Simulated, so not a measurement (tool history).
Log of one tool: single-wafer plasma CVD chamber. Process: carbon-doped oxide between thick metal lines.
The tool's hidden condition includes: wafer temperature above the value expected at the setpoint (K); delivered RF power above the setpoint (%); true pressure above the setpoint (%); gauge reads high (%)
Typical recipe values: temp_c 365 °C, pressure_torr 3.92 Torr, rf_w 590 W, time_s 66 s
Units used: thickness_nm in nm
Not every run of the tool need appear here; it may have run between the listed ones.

run     day  temp_c  pressure_torr  rf_w  time_s  wafers since the last listed run  hours since the last thermocouple change  hours since the last RF generator calibration  hours since the last manometer calibration  hours since the showerhead was replaced  hours since the gauge calibration  read-back reference wafer on the same gauge, thickness_nm  thickness_nm
  1       0     365           3.52   590      66                                 0                                    2021.7                                         1488.1                                      2250.3                                   3316.6                              201.8                                                      348.1       326.297
  2   0.279     365           3.52   590      66                               126                                    2028.4                                         1494.8                                        2257                                   3323.3                              208.5                                                    347.903       326.415
  3   1.008     365           3.52   590      66                               329                                    2045.9                                         1512.3                                      2274.5                                   3340.8                                226                                                    348.056         326.2
  4   1.758     365           3.92   590      66                               338                                    2063.9                                         1530.3                                      2292.5                                   3358.8                                244                                                    347.961       334.397
  5    2.35     365           3.92   590      66                               267                                    2078.1                                         1544.5                                      2306.7                                     3373                              258.2                                                    347.907       334.682
  6   2.758     365           3.92   590      66                               184                                    2087.9                                         1554.3                                      2316.5                                   3382.8                                268                                                    347.759       333.983
  7   3.212     361           3.92   590      66                               205                                    2098.8                                         1565.2                                      2327.4                                   3393.7                              278.9                                                    347.971       337.846
       3.65  -- thermocouple changed; heater temperature recalibrated
  8   3.854     365           3.92   590      66                               139                                       4.9                                         1580.6                                      2342.8                                   3409.1                              294.3                                                    347.875       334.569
  9   4.242     365           3.92   590      66                               174                                      14.2                                         1589.9                                      2352.1                                   3418.4                              303.6                                                    347.752       333.265
 10   4.838     371           4.48   510      60                               269                                      28.5                                         1604.2                                      2366.4                                   3432.7                              317.9                                                    348.175       293.735
 11   5.412     365           3.92   590      66                               259                                      42.3                                           1618                                      2380.2                                   3446.5                              331.7                                                    347.865       334.354
        5.5  -- gauge calibrated
 12   6.012     376           3.18   590    75.3                               270                                      56.7                                         1632.4                                      2394.6                                   3460.9                               12.3                                                    348.009       356.214
      6.367  -- showerhead replaced, of another model than before
 13   6.404     365           3.92   590    61.1                                26                                      66.1                                         1641.8                                        2404                                      0.9                               21.7                                                    347.904       313.647
 14   7.875     365           3.08   590      66                               664                                     101.4                                         1677.1                                      2439.3                                     36.2                                 57                                                     348.01        317.35
 15   8.321     370           3.92   480    69.7                               201                                     112.1                                         1687.8                                        2450                                     46.9                               67.7                                                    348.095       336.197
 16   8.696     360           3.92   590      66                               169                                     121.1                                         1696.8                                        2459                                     55.9                               76.7                                                    348.139       343.235
      9.354  -- capacitance manometer re-zeroed and calibrated
      9.467  -- RF generator calibrated
 17   9.488     371           3.59   590    74.7                               155                                     140.1                                            0.5                                         3.2                                     74.9                               95.7                                                    347.938       374.052
 18   9.654     377           4.45   505    72.7                                75                                     144.1                                            4.5                                         7.2                                     78.9                               99.7                                                    348.169       372.684
 19   9.954     365           3.92   590    61.1                               135                                     151.3                                           11.7                                        14.4                                     86.1                              106.9                                                    347.967       319.639
 20    12.1     365           3.92   590      66                               969                                     202.8                                           63.2                                        65.9                                    137.6                              158.4                                                    348.037       345.438
 21  12.779     376           3.18   590    75.3                               306                                     219.1                                           79.5                                        82.2                                    153.9                              174.7                                                    348.022       363.374
 22  13.412     365           3.92   525      66                               286                                     234.3                                           94.7                                        97.4                                    169.1                              189.9                                                    347.774       335.682
 23  13.962     376           3.92   590      55                               248                                     247.5                                          107.9                                       110.6                                    182.3                              203.1                                                    348.082       281.248
 24  15.517     371           3.59   590    74.7                               701                                     284.8                                          145.2                                       147.9                                    219.6                              240.4                                                    348.091       374.322
 25   15.85     352           4.84   550    53.4                               150                                     292.8                                          153.2                                       155.9                                    227.6                              248.4                                                    348.029       303.428
 26  16.221     377           4.72   655    57.8                               167                                     301.7                                          162.1                                       164.8                                    236.5                              257.3                                                    347.699       319.289
 27  18.379     365           3.92   625    56.7                               974                                     353.5                                          213.9                                       216.6                                    288.3                              309.1                                                    347.865       300.088
 28  18.671     365           3.92   590      66                               131                                     360.5                                          220.9                                       223.6                                    295.3                              316.1                                                    348.161       343.974

Alternative continuations, all from the tool just after run 28; predict every row:
  A  18.688     365           4.88   590      66                                 7                                     360.9                                          221.3                                         224                                    295.7                              316.5                                                          ?             ?
  B  18.688     365           4.22   590      66                                 7                                     360.9                                          221.3                                         224                                    295.7                              316.5                                                          ?             ?
  C  18.688     355           3.92   590    77.2                                 7                                     360.9                                          221.3                                         224                                    295.7                              316.5                                                          ?             ?
  D  18.688     357           4.86   635    58.6                                 7                                     360.9                                          221.3                                         224                                    295.7                              316.5                                                          ?             ?

run  read-back reference wafer on the same gauge, thickness_nm  thickness_nm
  A                                                    348.221       369.923
  B                                                    348.221       355.056
  C                                                    348.221       414.617
  D                                                    348.221       341.059
The same runs, with their run-to-run variation unchanged, on a tool lacking any hidden condition would have given:
run  thickness_nm
  A       371.436
  B       356.509
  C       416.313
  D       342.454
